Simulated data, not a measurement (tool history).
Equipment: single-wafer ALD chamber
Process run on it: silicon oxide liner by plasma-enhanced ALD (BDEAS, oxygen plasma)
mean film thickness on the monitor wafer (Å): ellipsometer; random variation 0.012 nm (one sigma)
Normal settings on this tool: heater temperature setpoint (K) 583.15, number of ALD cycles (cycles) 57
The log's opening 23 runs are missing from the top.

| run | hour | heater temperature setpoint (K) | number of ALD cycles (cycles) | read-back reference wafer on the same gauge, thickness_nm | mean film thickness on the monitor wafer (Å) |
|---|---|---|---|---|---|
| 24 | 1091.1 | 574.15 | 50 | 4.918 | 43.61 |
| 25 | 1131.5 | 583.15 | 57 | 4.919 | 48.81 |
| 26 | 1175.1 | 572.15 | 50 | 4.92 | 43.88 |
|  | 1190.8 | gauge calibrated |
| 27 | 1224 | 592.15 | 47 | 4.916 | 39.72 |
| 28 | 1283 | 575.15 | 57 | 4.919 | 49.48 |
| 29 | 1320.9 | 568.15 | 61 | 4.923 | 54.52 |
| 30 | 1366.4 | 583.15 | 61 | 4.92 | 52.09 |
|  | 1407.4 | thermocouple changed; heater temperature recalibrated |
| 31 | 1433.4 | 579.15 | 57 | 4.922 | 48.51 |
| 32 | 1489.6 | 583.15 | 52 | 4.919 | 43.95 |
| 33 | 1517 | 576.15 | 46 | 4.921 | 39.41 |
| 34 | 1570.1 | 583.15 | 57 | 4.921 | 48.33 |
| 35 | 1610.4 | 591.15 | 65 | 4.918 | 54.49 |
| 36 | 1672.8 | 583.15 | 57 | 4.921 | 48.33 |
| 37 | 1743.5 | 597.15 | 57 | 4.922 | 47.09 |
| 38 | 1805 | 583.15 | 57 | 4.917 | 48.27 |
| 39 | 1865.2 | 571.15 | 67 | 4.92 | 58.2 |
| 40 | 1931.1 | 597.15 | 60 | 4.92 | 49.86 |
| 41 | 1982.2 | 583.15 | 57 | 4.92 | 48.49 |
| 42 | 2051.3 | 583.15 | 47 | 4.92 | 40.02 |
| 43 | 2076.1 | 573.15 | 61 | 4.921 | 52.89 |
| 44 | 2101 | 574.15 | 53 | 4.923 | 45.51 |
| 45 | 2264.2 | 595.15 | 53 | 4.922 | 44.5 |

Here are 5 independent what-if runs from the current tool condition. What would each one return?
| A | 2264.7 | 583.15 | 57 | ? | ? |
| B | 2264.7 | 573.15 | 65 | ? | ? |
| C | 2264.7 | 594.15 | 48 | ? | ? |
| D | 2264.7 | 569.15 | 67 | ? | ? |
| E | 2264.7 | 595.15 | 60 | ? | ? |

| run | read-back reference wafer on the same gauge, thickness_nm | mean film thickness on the monitor wafer (Å) |
|---|---|---|
| A | 4.921 | 48.34 |
| B | 4.921 | 56.29 |
| C | 4.921 | 40.06 |
| D | 4.921 | 58.89 |
| E | 4.921 | 50 |
Stripped of hidden state, with their random variation kept, the same runs would have yielded:
| run | mean film thickness on the monitor wafer (Å) |
|---|---|
| A | 48.16 |
| B | 55.76 |
| C | 39.91 |
| D | 58.35 |
| E | 49.81 |

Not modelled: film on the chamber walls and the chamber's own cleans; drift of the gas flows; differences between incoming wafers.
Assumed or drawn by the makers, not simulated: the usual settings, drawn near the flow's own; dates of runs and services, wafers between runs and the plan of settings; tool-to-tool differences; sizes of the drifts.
